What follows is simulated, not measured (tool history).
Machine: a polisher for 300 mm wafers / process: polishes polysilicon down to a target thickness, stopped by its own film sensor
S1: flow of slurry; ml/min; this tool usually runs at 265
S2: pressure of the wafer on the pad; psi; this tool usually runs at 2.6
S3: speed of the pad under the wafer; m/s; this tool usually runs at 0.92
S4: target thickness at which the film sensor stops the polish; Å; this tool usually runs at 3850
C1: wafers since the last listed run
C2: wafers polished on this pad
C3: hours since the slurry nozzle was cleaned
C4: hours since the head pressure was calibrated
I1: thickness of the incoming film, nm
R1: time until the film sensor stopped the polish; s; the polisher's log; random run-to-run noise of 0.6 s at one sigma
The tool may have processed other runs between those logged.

run	day	S1	S2	S3	S4	C1	C2	C3	C4	I1	R1
1	0.000	225	2.6	0.92	3430	0	591	47.6	247.2	743.9	54.9
2	0.529	225	2.6	0.92	3430	153	745	60.3	259.9	757.0	56.7
3	0.962	225	2.6	0.92	3430	125	870	70.7	270.3	744.3	56.5
4	1.650	265	2.4	0.92	3850	199	1070	87.2	286.8	740.3	52.9
5	2.121	265	2.6	0.92	3140	136	1206	98.5	298.1	742.8	61.0
6	2.421	265	2.6	0.92	3140	86	1293	105.7	305.3	745.7	61.4
7	2.679	265	2.6	0.92	3850	74	1368	111.9	311.5	751.2	54.4
# day 3.083: worn pad replaced by a new one
8	3.104	225	2.6	0.92	3430	74	6	122.1	321.7	740.2	53.0
# day 3.279: head pressure recalibrated
9	3.300	240	2.6	0.92	4200	32	39	126.8	0.5	756.7	45.1
10	3.862	265	2.0	0.92	3850	163	202	140.3	14.0	742.4	60.8
11	5.279	225	2.6	0.92	3430	410	612	174.3	48.0	764.8	60.1
# day 6.158: slurry nozzle cleaned
12	6.983	230	2.6	0.62	3850	481	1094	19.8	88.9	745.5	72.8
# day 7.512: worn pad replaced by a new one
13	7.562	175	3.0	0.62	3850	119	14	33.7	102.8	735.5	61.5
14	7.875	295	2.4	0.92	3430	90	104	41.2	110.3	742.3	56.6
15	8.458	265	2.6	0.92	3850	169	273	55.2	124.3	755.5	49.7

Here are 5 independent what-if runs from the current tool condition. What would each one return?
A	8.475	265	2.6	0.92	3500	4	278	55.6	124.7	747.5	?
B	8.475	265	2.6	0.92	2960	4	278	55.6	124.7	747.5	?
C	8.475	175	2.6	0.70	4460	4	278	55.6	124.7	747.5	?
D	8.475	335	1.9	0.78	3850	4	278	55.6	124.7	747.5	?
E	8.475	265	2.6	1.20	3850	4	278	55.6	124.7	747.5	?

run	R1
A	52.6
B	59.8
C	55.5
D	75.7
E	36.8
What these runs would have given with no unlogged condition in the tool:
run	R1
A	49.9
B	56.6
C	52.3
D	71.9
E	34.9
